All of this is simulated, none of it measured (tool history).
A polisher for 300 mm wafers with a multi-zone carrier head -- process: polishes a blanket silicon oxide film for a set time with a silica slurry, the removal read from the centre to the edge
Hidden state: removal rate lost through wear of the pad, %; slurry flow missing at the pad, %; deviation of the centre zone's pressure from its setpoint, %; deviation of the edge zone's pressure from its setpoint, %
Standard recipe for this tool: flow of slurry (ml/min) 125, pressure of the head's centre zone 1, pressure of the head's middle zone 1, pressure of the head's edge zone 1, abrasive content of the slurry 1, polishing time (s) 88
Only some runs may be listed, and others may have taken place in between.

| run | hour | flow of slurry (ml/min) | pressure of the head's centre zone | pressure of the head's middle zone | pressure of the head's edge zone | abrasive content of the slurry | polishing time (s) | wafers since the last listed run | wafers polished on this pad | hours since the slurry nozzle was cleaned | hours since the centre zone pressure was calibrated | hours since the edge zone pressure was calibrated | hours since the carrier head's membrane was replaced | incoming thickness of the incoming film, nm | film removed at the wafer's centre (angstrom) | film removed at mid-radius (angstrom) | film removed at the wafer's edge (angstrom) |
|---|---|---|---|---|---|---|---|---|---|---|---|---|---|---|---|---|---|
| 1 | 0 | 125 | 1 | 1 | 1 | 1 | 88 | 0 | 712 | 527.1 | 664.8 | 935.3 | 1751.3 | 1541.3 | 2250 | 2307 | 2427 |
| 2 | 11.5 | 125 | 1 | 1 | 1 | 1 | 88 | 131 | 843 | 538.6 | 676.3 | 946.8 | 1762.8 | 1522 | 2298 | 2297 | 2435 |
| 3 | 19.4 | 125 | 1 | 1 | 1 | 1 | 88 | 90 | 933 | 546.5 | 684.2 | 954.7 | 1770.7 | 1529.9 | 2300 | 2307 | 2479 |
|  | 26.9 | carrier head's membrane replaced by a new one |
|  | 27.7 | worn pad replaced by a new one |
| 4 | 36.6 | 125 | 1.05 | 1.12 | 1 | 1 | 98 | 130 | 101 | 563.7 | 701.4 | 971.9 | 9.7 | 1507.6 | 2645 | 2695 | 2685 |
| 5 | 54.3 | 125 | 1.09 | 1 | 1 | 1 | 57 | 201 | 303 | 581.4 | 719.1 | 989.6 | 27.4 | 1526.3 | 1630 | 1474 | 1602 |
| 6 | 70.3 | 125 | 1 | 1.07 | 1 | 1 | 88 | 182 | 486 | 597.4 | 735.1 | 1005.6 | 43.4 | 1522.7 | 2274 | 2369 | 2448 |
|  | 73.9 | centre zone pressure recalibrated |
| 7 | 80.1 | 125 | 1 | 1.11 | 0.89 | 1.2 | 88 | 88 | 575 | 607.2 | 6.2 | 1015.4 | 53.2 | 1535.9 | 2362 | 2522 | 2428 |
|  | 85.1 | edge zone pressure recalibrated |
| 8 | 91.2 | 125 | 0.9 | 1.06 | 1 | 1.3 | 88 | 103 | 679 | 618.3 | 17.3 | 6.1 | 64.3 | 1511.1 | 2205 | 2532 | 2610 |
| 9 | 107 | 125 | 1 | 1 | 1 | 1 | 88 | 180 | 859 | 634.1 | 33.1 | 21.9 | 80.1 | 1528.7 | 2275 | 2272 | 2389 |
|  | 115.3 | worn pad replaced by a new one |
| 10 | 115.8 | 125 | 1 | 1 | 1 | 0.75 | 88 | 54 | 5 | 642.9 | 41.9 | 30.7 | 88.9 | 1551.5 | 2007 | 2078 | 2225 |
| 11 | 121.4 | 125 | 0.91 | 1 | 1 | 1.2 | 88 | 63 | 69 | 648.5 | 47.5 | 36.3 | 94.5 | 1548.9 | 2133 | 2378 | 2578 |
| 12 | 130.1 | 125 | 1 | 1 | 1 | 1 | 88 | 99 | 168 | 657.2 | 56.2 | 45 | 103.2 | 1503.6 | 2226 | 2282 | 2393 |
|  | 134.4 | slurry nozzle cleaned |
| 13 | 145.7 | 125 | 0.95 | 1 | 0.92 | 1 | 88 | 166 | 335 | 11.3 | 71.8 | 60.6 | 118.8 | 1537.3 | 2321 | 2409 | 2413 |
| 14 | 156.5 | 125 | 1 | 1 | 1 | 1 | 71 | 123 | 458 | 22.1 | 82.6 | 71.4 | 129.6 | 1537 | 1916 | 1954 | 2068 |
| 15 | 165.9 | 155 | 1 | 1 | 1 | 1 | 118 | 107 | 565 | 31.5 | 92 | 80.8 | 139 | 1545.8 | 3396 | 3334 | 3459 |
| 16 | 178.2 | 125 | 1 | 1 | 1 | 1 | 111 | 140 | 706 | 43.8 | 104.3 | 93.1 | 151.3 | 1524.5 | 3001 | 3016 | 3139 |
|  | 193.6 | worn pad replaced by a new one |
| 17 | 194.1 | 90 | 0.95 | 1 | 1 | 1.2 | 88 | 135 | 5 | 59.7 | 120.2 | 109 | 167.2 | 1530.8 | 2233 | 2377 | 2484 |
| 18 | 203.4 | 125 | 1 | 1 | 1 | 1 | 88 | 106 | 111 | 69 | 129.5 | 118.3 | 176.5 | 1528.2 | 2419 | 2387 | 2505 |
| 19 | 218.6 | 125 | 1 | 1 | 1 | 1 | 88 | 173 | 284 | 84.2 | 144.7 | 133.5 | 191.7 | 1516.7 | 2400 | 2374 | 2537 |
| 20 | 233.8 | 125 | 1 | 0.9 | 1.03 | 1 | 88 | 173 | 458 | 99.4 | 159.9 | 148.7 | 206.9 | 1529.5 | 2429 | 2297 | 2529 |

Run 21, settings as shown, results not yet in. Your forecast:
| 21 | 249.9 | 125 | 1 | 1.06 | 0.91 | 1 | 88 | 183 | 641 | 115.5 | 176 | 164.8 | 223 | 1563.8 | ? | ? | ? |

Run 21 measured film removed at the wafer's centre (angstrom) 2408, film removed at mid-radius (angstrom) 2446, film removed at the wafer's edge (angstrom) 2380.
The same run, on a tool lacking any hidden state, would have yielded film removed at the wafer's centre (angstrom) 2506, film removed at mid-radius (angstrom) 2533, film removed at the wafer's edge (angstrom) 2438.
